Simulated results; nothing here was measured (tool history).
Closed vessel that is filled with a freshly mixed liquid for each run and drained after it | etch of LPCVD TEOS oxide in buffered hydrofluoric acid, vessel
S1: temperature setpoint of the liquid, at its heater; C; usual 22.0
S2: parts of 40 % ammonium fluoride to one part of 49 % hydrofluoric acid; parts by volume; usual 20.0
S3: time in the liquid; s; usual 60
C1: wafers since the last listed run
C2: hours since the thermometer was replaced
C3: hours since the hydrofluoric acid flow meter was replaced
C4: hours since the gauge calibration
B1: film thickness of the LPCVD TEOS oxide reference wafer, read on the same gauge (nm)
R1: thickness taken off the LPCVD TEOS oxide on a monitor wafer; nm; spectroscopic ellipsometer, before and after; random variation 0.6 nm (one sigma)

| run | hour | S1 | S2 | S3 | C1 | C2 | C3 | C4 | B1 | R1 |
|---|---|---|---|---|---|---|---|---|---|---|
| 1 | 0.0 | 22.0 | 20.0 | 60 | 0 | 505.3 | 1125.9 | 218.3 | 59.97 | 134.74 |
| 2 | 14.6 | 22.0 | 20.0 | 60 | 1239 | 519.9 | 1140.5 | 232.9 | 59.96 | 134.04 |
| 3 | 47.4 | 22.0 | 20.0 | 60 | 2785 | 552.7 | 1173.3 | 265.7 | 59.94 | 133.58 |
| 4 | 63.7 | 22.0 | 20.0 | 60 | 1384 | 569.0 | 1189.6 | 282.0 | 60.04 | 134.36 |
| 5 | 98.6 | 22.0 | 20.0 | 60 | 2964 | 603.9 | 1224.5 | 316.9 | 60.00 | 133.92 |
| 6 | 120.0 | 22.0 | 20.0 | 60 | 1817 | 625.3 | 1245.9 | 338.3 | 60.01 | 134.40 |
| 7 | 153.5 | 22.0 | 20.0 | 60 | 2845 | 658.8 | 1279.4 | 371.8 | 60.03 | 134.39 |
| 8 | 170.8 | 22.0 | 20.0 | 60 | 1469 | 676.1 | 1296.7 | 389.1 | 59.99 | 133.72 |
| 9 | 204.9 | 22.0 | 20.0 | 60 | 2896 | 710.2 | 1330.8 | 423.2 | 59.99 | 134.40 |
| 10 | 235.9 | 22.0 | 21.5 | 60 | 2632 | 741.2 | 1361.8 | 454.2 | 59.99 | 126.56 |
| 11 | 254.3 | 22.0 | 21.5 | 60 | 1562 | 759.6 | 1380.2 | 472.6 | 59.98 | 126.97 |
| 12 | 276.5 | 22.0 | 21.5 | 60 | 1885 | 781.8 | 1402.4 | 494.8 | 59.99 | 126.87 |
| 13 | 318.6 | 22.0 | 20.0 | 40 | 3575 | 823.9 | 1444.5 | 536.9 | 59.99 | 88.91 |
| 14 | 332.8 | 22.0 | 20.0 | 40 | 1205 | 838.1 | 1458.7 | 551.1 | 60.03 | 88.50 |
| 15 | 364.1 | 20.0 | 26.0 | 30 | 2658 | 869.4 | 1490.0 | 582.4 | 59.97 | 49.53 |
|  | 383.1 | hydrofluoric acid flow meter replaced |
| 16 | 399.3 | 22.0 | 20.0 | 60 | 2904 | 904.6 | 16.2 | 617.6 | 60.01 | 140.58 |
| 17 | 434.7 | 18.5 | 17.5 | 35 | 3006 | 940.0 | 51.6 | 653.0 | 60.04 | 75.81 |
|  | 444.2 | gauge calibrated |
| 18 | 454.0 | 26.0 | 16.0 | 60 | 1639 | 959.3 | 70.9 | 9.8 | 60.03 | 214.42 |
| 19 | 485.8 | 18.5 | 20.0 | 75 | 2700 | 991.1 | 102.7 | 41.6 | 60.00 | 143.52 |
|  | 504.6 | thermometer replaced |
| 20 | 516.5 | 22.0 | 15.0 | 60 | 2522 | 11.9 | 133.4 | 72.3 | 60.00 | 184.07 |
| 21 | 547.2 | 22.0 | 20.0 | 60 | 2607 | 42.6 | 164.1 | 103.0 | 60.05 | 139.14 |
| 22 | 568.9 | 22.0 | 20.0 | 60 | 1842 | 64.3 | 185.8 | 124.7 | 60.00 | 138.70 |
| 23 | 586.4 | 24.0 | 24.0 | 60 | 1486 | 81.8 | 203.3 | 142.2 | 59.99 | 136.93 |
| 24 | 618.3 | 18.5 | 20.0 | 60 | 2709 | 113.7 | 235.2 | 174.1 | 59.98 | 113.97 |
| 25 | 650.8 | 22.0 | 20.0 | 60 | 2760 | 146.2 | 267.7 | 206.6 | 60.04 | 138.73 |
| 26 | 670.6 | 22.0 | 20.0 | 60 | 1681 | 166.0 | 287.5 | 226.4 | 60.00 | 138.20 |
| 27 | 689.1 | 25.5 | 15.0 | 70 | 1571 | 184.5 | 306.0 | 244.9 | 60.02 | 258.82 |
| 28 | 712.2 | 26.5 | 27.0 | 90 | 1961 | 207.6 | 329.1 | 268.0 | 59.99 | 215.43 |
| 29 | 726.9 | 22.0 | 20.0 | 60 | 1248 | 222.3 | 343.8 | 282.7 | 59.99 | 139.00 |

5 ways to go on from here, each from the tool as it stands after run 29. What would each give?
| A | 727.6 | 22.0 | 13.5 | 60 | 59 | 223.0 | 344.5 | 283.4 | ? | ? |
| B | 727.6 | 25.0 | 20.0 | 95 | 59 | 223.0 | 344.5 | 283.4 | ? | ? |
| C | 727.6 | 22.0 | 25.0 | 60 | 59 | 223.0 | 344.5 | 283.4 | ? | ? |
| D | 727.6 | 22.0 | 20.0 | 90 | 59 | 223.0 | 344.5 | 283.4 | ? | ? |
| E | 727.6 | 19.5 | 24.0 | 30 | 59 | 223.0 | 344.5 | 283.4 | ? | ? |

| run | B1 | R1 |
|---|---|---|
| A | 59.99 | 203.54 |
| B | 59.99 | 260.10 |
| C | 59.99 | 119.45 |
| D | 59.99 | 208.98 |
| E | 59.99 | 53.41 |
Without the tool's hidden state the same runs would have given:
| run | R1 |
|---|---|
| A | 209.03 |
| B | 265.00 |
| C | 121.71 |
| D | 212.92 |
| E | 54.42 |
